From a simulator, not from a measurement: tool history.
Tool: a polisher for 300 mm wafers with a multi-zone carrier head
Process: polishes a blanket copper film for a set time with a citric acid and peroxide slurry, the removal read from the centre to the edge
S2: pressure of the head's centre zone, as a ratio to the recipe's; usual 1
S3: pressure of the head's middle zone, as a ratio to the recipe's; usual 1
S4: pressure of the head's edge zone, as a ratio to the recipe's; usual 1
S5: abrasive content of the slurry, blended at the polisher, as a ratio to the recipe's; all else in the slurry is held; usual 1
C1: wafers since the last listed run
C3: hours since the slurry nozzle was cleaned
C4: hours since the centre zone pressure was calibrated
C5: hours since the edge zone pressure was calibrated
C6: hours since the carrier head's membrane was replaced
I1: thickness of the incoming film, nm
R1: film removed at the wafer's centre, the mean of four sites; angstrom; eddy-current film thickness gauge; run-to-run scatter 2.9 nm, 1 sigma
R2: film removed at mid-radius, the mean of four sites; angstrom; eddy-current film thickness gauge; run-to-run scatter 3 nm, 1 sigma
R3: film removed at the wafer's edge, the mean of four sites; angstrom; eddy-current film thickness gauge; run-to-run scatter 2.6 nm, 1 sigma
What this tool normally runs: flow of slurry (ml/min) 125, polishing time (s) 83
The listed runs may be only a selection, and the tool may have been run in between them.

run 1 hour=0 | flow_of_slurry_(ml/min)=145 S2=1 S3=1 S4=1 S5=1 polishing_time_(s)=83 | C1=0 wafers_polished_on_this_pad=930 C3=362.9 C4=504.9 C5=141 C6=1864.3 | I1=1202.6 | R1=2630 R2=2489 R3=2376
run 2 hour=61.1 | flow_of_slurry_(ml/min)=125 S2=1 S3=1 S4=1 S5=1 polishing_time_(s)=83 | C1=580 wafers_polished_on_this_pad=1510 C3=424 C4=566 C5=202.1 C6=1925.4 | I1=1213.2 | R1=2546 R2=2435 R3=2354
-- hour=127.2 carrier head's membrane replaced by a new one
run 3 hour=131.9 | flow_of_slurry_(ml/min)=125 S2=1 S3=1 S4=1 S5=1 polishing_time_(s)=83 | C1=625 wafers_polished_on_this_pad=2136 C3=494.8 C4=636.8 C5=272.9 C6=4.7 | I1=1169.1 | R1=2554 R2=2412 R3=2307
run 4 hour=177.4 | flow_of_slurry_(ml/min)=125 S2=1 S3=1 S4=1 S5=1 polishing_time_(s)=83 | C1=432 wafers_polished_on_this_pad=2568 C3=540.3 C4=682.3 C5=318.4 C6=50.2 | I1=1171.1 | R1=2495 R2=2410 R3=2343
-- hour=209.7 slurry nozzle cleaned
-- hour=209.8 worn pad replaced by a new one
run 5 hour=228 | flow_of_slurry_(ml/min)=125 S2=1 S3=1 S4=1 S5=1 polishing_time_(s)=83 | C1=471 wafers_polished_on_this_pad=173 C3=18.3 C4=732.9 C5=369 C6=100.8 | I1=1190.1 | R1=2521 R2=2408 R3=2341
run 6 hour=280.4 | flow_of_slurry_(ml/min)=125 S2=1 S3=1 S4=1 S5=1.25 polishing_time_(s)=83 | C1=498 wafers_polished_on_this_pad=671 C3=70.7 C4=785.3 C5=421.4 C6=153.2 | I1=1199.6 | R1=2704 R2=2527 R3=2417
-- hour=330.5 edge zone pressure recalibrated
run 7 hour=336.6 | flow_of_slurry_(ml/min)=125 S2=1 S3=1 S4=1 S5=1.25 polishing_time_(s)=83 | C1=515 wafers_polished_on_this_pad=1186 C3=126.9 C4=841.5 C5=6.1 C6=209.4 | I1=1175.4 | R1=2614 R2=2495 R3=2420
run 8 hour=379.3 | flow_of_slurry_(ml/min)=145 S2=1 S3=1 S4=1 S5=1 polishing_time_(s)=83 | C1=405 wafers_polished_on_this_pad=1592 C3=169.6 C4=884.2 C5=48.8 C6=252.1 | I1=1198.4 | R1=2681 R2=2498 R3=2391
-- hour=391.7 centre zone pressure recalibrated
run 9 hour=411.6 | flow_of_slurry_(ml/min)=125 S2=1 S3=1 S4=1 S5=1 polishing_time_(s)=83 | C1=287 wafers_polished_on_this_pad=1880 C3=201.9 C4=19.9 C5=81.1 C6=284.4 | I1=1200.8 | R1=2454 R2=2496 R3=2362
run 10 hour=440 | flow_of_slurry_(ml/min)=125 S2=0.93 S3=1 S4=1 S5=1 polishing_time_(s)=83 | C1=269 wafers_polished_on_this_pad=2150 C3=230.3 C4=48.3 C5=109.5 C6=312.8 | I1=1214.6 | R1=2220 R2=2415 R3=2391
-- hour=508 worn pad replaced by a new one
run 11 hour=508.5 | flow_of_slurry_(ml/min)=165 S2=0.95 S3=1 S4=0.89 S5=1 polishing_time_(s)=58 | C1=613 wafers_polished_on_this_pad=5 C3=298.8 C4=116.8 C5=178 C6=381.3 | I1=1179.4 | R1=1720 R2=1794 R3=1611
run 12 hour=633 | flow_of_slurry_(ml/min)=125 S2=0.9 S3=1 S4=1 S5=1 polishing_time_(s)=83 | C1=1183 wafers_polished_on_this_pad=1188 C3=423.3 C4=241.3 C5=302.5 C6=505.8 | I1=1197.6 | R1=2248 R2=2450 R3=2335
run 13 hour=687.4 | flow_of_slurry_(ml/min)=125 S2=1 S3=0.94 S4=1 S5=1.1 polishing_time_(s)=99 | C1=517 wafers_polished_on_this_pad=1705 C3=477.7 C4=295.7 C5=356.9 C6=560.2 | I1=1191.4 | R1=2930 R2=2800 R3=2807

Predict the results of run 14:
run 14 hour=740.7 | flow_of_slurry_(ml/min)=95 S2=1.1 S3=1 S4=0.96 S5=1 polishing_time_(s)=83 | C1=506 wafers_polished_on_this_pad=2211 C3=531 C4=349 C5=410.2 C6=613.5 | I1=1188 | R1=? R2=? R3=?

R1: 2621 angstrom
R2: 2262 angstrom
R3: 2208 angstrom
Had the tool carried no hidden state, the very same run would have given R1 2570 angstrom, R2 2263 angstrom, R3 2208 angstrom.

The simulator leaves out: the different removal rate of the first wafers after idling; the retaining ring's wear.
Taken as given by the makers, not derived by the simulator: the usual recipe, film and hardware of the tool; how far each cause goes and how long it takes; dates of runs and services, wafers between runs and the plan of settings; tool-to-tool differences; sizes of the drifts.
